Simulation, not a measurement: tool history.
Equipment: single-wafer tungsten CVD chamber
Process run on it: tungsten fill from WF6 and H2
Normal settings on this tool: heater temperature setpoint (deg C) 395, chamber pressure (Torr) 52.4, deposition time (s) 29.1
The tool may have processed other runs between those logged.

run	hour	heater temperature setpoint (deg C)	chamber pressure (Torr)	deposition time (s)	wafers since the last listed run	hours since the last thermocouple change	hours since the last manometer calibration	hours since the showerhead was replaced	hours since the gauge calibration	read-back reference wafer on the same gauge, thickness_nm	mean film thickness on the monitor wafer (nm)
1	0.0	407	52.4	32.6	0	1629.1	1987.5	2628.6	410.3	120.043	146.565
2	24.2	395	43.0	29.1	393	1653.3	2011.7	2652.8	434.5	119.844	95.579
3	59.7	395	43.0	29.1	576	1688.8	2047.2	2688.3	470.0	120.210	95.897
4	79.5	395	43.0	29.1	321	1708.6	2067.0	2708.1	489.8	119.993	96.041
5	99.0	395	57.5	29.1	316	1728.1	2086.5	2727.6	509.3	119.936	111.664
6	120.7	395	57.5	29.1	352	1749.8	2108.2	2749.3	531.0	119.949	111.017
7	140.8	395	57.5	29.1	326	1769.9	2128.3	2769.4	551.1	119.882	112.478
# hour 169.3: thermocouple changed; heater temperature recalibrated
8	169.8	395	52.4	29.1	341	0.5	2157.3	2798.4	580.1	120.011	100.080
9	177.2	395	43.9	24.4	120	7.9	2164.7	2805.8	587.5	120.202	77.205
# hour 194.9: showerhead replaced
10	195.4	385	57.4	24.1	165	26.1	2182.9	0.5	605.7	120.009	73.021
# hour 204.6: capacitance manometer re-zeroed and calibrated
11	218.0	395	52.4	31.5	237	48.7	13.4	23.1	628.3	120.081	116.124
12	237.1	395	52.4	34.0	310	67.8	32.5	42.2	647.4	119.998	125.986
13	271.0	395	64.9	29.1	550	101.7	66.4	76.1	681.3	120.110	119.465
14	289.1	410	63.7	29.1	294	119.8	84.5	94.2	699.4	119.968	152.739
15	319.0	395	52.4	29.1	485	149.7	114.4	124.1	729.3	120.012	107.484
16	331.8	395	52.4	29.1	207	162.5	127.2	136.9	742.1	120.143	108.459
17	384.0	386	52.4	24.1	848	214.7	179.4	189.1	794.3	120.050	76.499
18	402.4	401	58.1	34.3	298	233.1	197.8	207.5	812.7	120.010	149.405
19	437.5	385	58.1	32.8	570	268.2	232.9	242.6	847.8	120.093	108.785
20	455.7	383	56.2	26.2	295	286.4	251.1	260.8	866.0	120.005	81.702
21	484.5	404	43.7	25.6	467	315.2	279.9	289.6	894.8	120.115	101.813
22	517.7	395	52.4	29.1	539	348.4	313.1	322.8	928.0	119.997	108.826
# hour 525.8: gauge calibrated
23	537.7	395	52.4	29.1	324	368.4	333.1	342.8	11.9	119.815	108.993
24	570.8	400	45.2	29.1	537	401.5	366.2	375.9	45.0	120.150	111.047
25	587.3	395	64.7	29.1	268	418.0	382.7	392.4	61.5	119.932	122.442
26	604.3	395	52.4	29.1	276	435.0	399.7	409.4	78.5	120.203	108.661
27	636.7	395	52.4	29.1	526	467.4	432.1	441.8	110.9	120.032	110.611
28	650.3	395	52.4	29.1	220	481.0	445.7	455.4	124.5	119.944	109.012
29	684.1	395	39.7	29.1	549	514.8	479.5	489.2	158.3	119.999	95.125
30	709.4	395	42.0	29.1	411	540.1	504.8	514.5	183.6	120.028	97.897
31	815.5	409	56.9	32.2	1723	646.2	610.9	620.6	289.7	120.124	160.162
32	838.3	382	59.2	24.6	370	669.0	633.7	643.4	312.5	120.140	78.715
33	867.4	395	52.4	29.1	472	698.1	662.8	672.5	341.6	119.988	110.972

Below are 5 alternative next runs, each starting from the tool's condition after run 33. Predict each:
A	867.8	402	52.4	29.1	6	698.5	663.2	672.9	342.0	?	?
B	867.8	407	52.4	29.1	6	698.5	663.2	672.9	342.0	?	?
C	867.8	395	59.8	29.1	6	698.5	663.2	672.9	342.0	?	?
D	867.8	395	41.0	29.1	6	698.5	663.2	672.9	342.0	?	?
E	867.8	395	64.3	23.6	6	698.5	663.2	672.9	342.0	?	?

run	read-back reference wafer on the same gauge, thickness_nm	mean film thickness on the monitor wafer (nm)
A	120.065	122.754
B	120.065	133.286
C	120.065	116.341
D	120.065	96.022
E	120.065	97.603
Stripped of hidden state, with their random variation kept, the same runs would have yielded:
run	mean film thickness on the monitor wafer (nm)
A	116.808
B	126.921
C	110.369
D	91.104
E	92.584
